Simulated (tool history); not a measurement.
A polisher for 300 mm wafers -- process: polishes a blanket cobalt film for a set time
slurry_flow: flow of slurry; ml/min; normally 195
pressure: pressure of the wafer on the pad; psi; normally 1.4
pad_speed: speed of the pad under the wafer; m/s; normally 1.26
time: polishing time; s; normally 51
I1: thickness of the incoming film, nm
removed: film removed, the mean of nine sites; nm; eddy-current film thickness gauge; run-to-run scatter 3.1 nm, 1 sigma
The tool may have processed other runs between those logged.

{"run": 1, "hour": 0.0, "slurry_flow": 195, "pressure": 1.4, "pad_speed": 1.26, "time": 51, "I1": 628.0, "removed": 214.8}
{"run": 2, "hour": 10.8, "slurry_flow": 195, "pressure": 1.6, "pad_speed": 1.26, "time": 51, "I1": 638.0, "removed": 231.7}
{"run": 3, "hour": 19.9, "slurry_flow": 195, "pressure": 1.6, "pad_speed": 1.26, "time": 51, "I1": 638.5, "removed": 230.6}
{"run": 4, "hour": 34.8, "slurry_flow": 195, "pressure": 1.4, "pad_speed": 1.26, "time": 51, "I1": 639.9, "removed": 202.2}
{"hour": 42.7, "done": "worn pad replaced by a new one, of another model than before"}
{"run": 5, "hour": 43.2, "slurry_flow": 195, "pressure": 1.4, "pad_speed": 1.26, "time": 51, "I1": 637.6, "removed": 212.3}
{"run": 6, "hour": 49.3, "slurry_flow": 195, "pressure": 1.4, "pad_speed": 1.26, "time": 51, "I1": 635.0, "removed": 212.8}
{"run": 7, "hour": 65.1, "slurry_flow": 230, "pressure": 1.4, "pad_speed": 1.26, "time": 51, "I1": 636.3, "removed": 212.9}
{"run": 8, "hour": 76.2, "slurry_flow": 230, "pressure": 1.4, "pad_speed": 1.26, "time": 51, "I1": 634.4, "removed": 216.5}
{"run": 9, "hour": 84.0, "slurry_flow": 230, "pressure": 1.4, "pad_speed": 1.26, "time": 51, "I1": 642.7, "removed": 213.0}
{"hour": 98.9, "done": "head pressure recalibrated"}
{"run": 10, "hour": 101.4, "slurry_flow": 225, "pressure": 1.4, "pad_speed": 1.26, "time": 51, "I1": 639.8, "removed": 202.2}
{"run": 11, "hour": 107.5, "slurry_flow": 255, "pressure": 1.8, "pad_speed": 1.6, "time": 60, "I1": 635.8, "removed": 320.5}
{"hour": 112.0, "done": "worn pad replaced by a new one"}
{"hour": 114.2, "done": "slurry nozzle cleaned"}
{"run": 12, "hour": 116.6, "slurry_flow": 260, "pressure": 1.2, "pad_speed": 1.58, "time": 51, "I1": 648.5, "removed": 237.2}
{"run": 13, "hour": 128.4, "slurry_flow": 150, "pressure": 1.8, "pad_speed": 1.42, "time": 69, "I1": 640.0, "removed": 340.4}
{"run": 14, "hour": 142.6, "slurry_flow": 195, "pressure": 1.4, "pad_speed": 1.44, "time": 38, "I1": 639.5, "removed": 169.5}
{"run": 15, "hour": 159.1, "slurry_flow": 195, "pressure": 1.4, "pad_speed": 0.9, "time": 51, "I1": 643.9, "removed": 166.9}
{"run": 16, "hour": 166.6, "slurry_flow": 195, "pressure": 1.4, "pad_speed": 1.26, "time": 51, "I1": 636.5, "removed": 197.4}
{"run": 17, "hour": 174.4, "slurry_flow": 195, "pressure": 1.4, "pad_speed": 1.26, "time": 51, "I1": 646.0, "removed": 196.6}
{"run": 18, "hour": 189.5, "slurry_flow": 255, "pressure": 1.4, "pad_speed": 1.26, "time": 51, "I1": 643.4, "removed": 191.7}
{"hour": 194.4, "done": "worn pad replaced by a new one"}
{"run": 19, "hour": 200.0, "slurry_flow": 130, "pressure": 1.5, "pad_speed": 1.62, "time": 40, "I1": 647.7, "removed": 196.8}
{"run": 20, "hour": 207.0, "slurry_flow": 195, "pressure": 1.2, "pad_speed": 1.02, "time": 62, "I1": 649.1, "removed": 210.4}

Predict each of these 5 candidate next runs independently; none follows another, all start after run 20:
{"run": "A", "hour": 207.4, "slurry_flow": 195, "pressure": 1.4, "pad_speed": 1.26, "time": 51, "I1": 642.5, "removed": "?"}
{"run": "B", "hour": 207.4, "slurry_flow": 195, "pressure": 1.4, "pad_speed": 1.12, "time": 51, "I1": 642.5, "removed": "?"}
{"run": "C", "hour": 207.4, "slurry_flow": 195, "pressure": 1.4, "pad_speed": 1.54, "time": 40, "I1": 642.5, "removed": "?"}
{"run": "D", "hour": 207.4, "slurry_flow": 130, "pressure": 1.6, "pad_speed": 1.26, "time": 51, "I1": 642.5, "removed": "?"}
{"run": "E", "hour": 207.4, "slurry_flow": 195, "pressure": 1.1, "pad_speed": 1.26, "time": 58, "I1": 642.5, "removed": "?"}

run=A removed=214.7
run=B removed=199.6
run=C removed=191.9
run=D removed=219.4
run=E removed=217.8
With no hidden state in the tool, these same runs would have given:
run=A removed=217.2
run=B removed=202.0
run=C removed=194.2
run=D removed=222.0
run=E removed=220.4
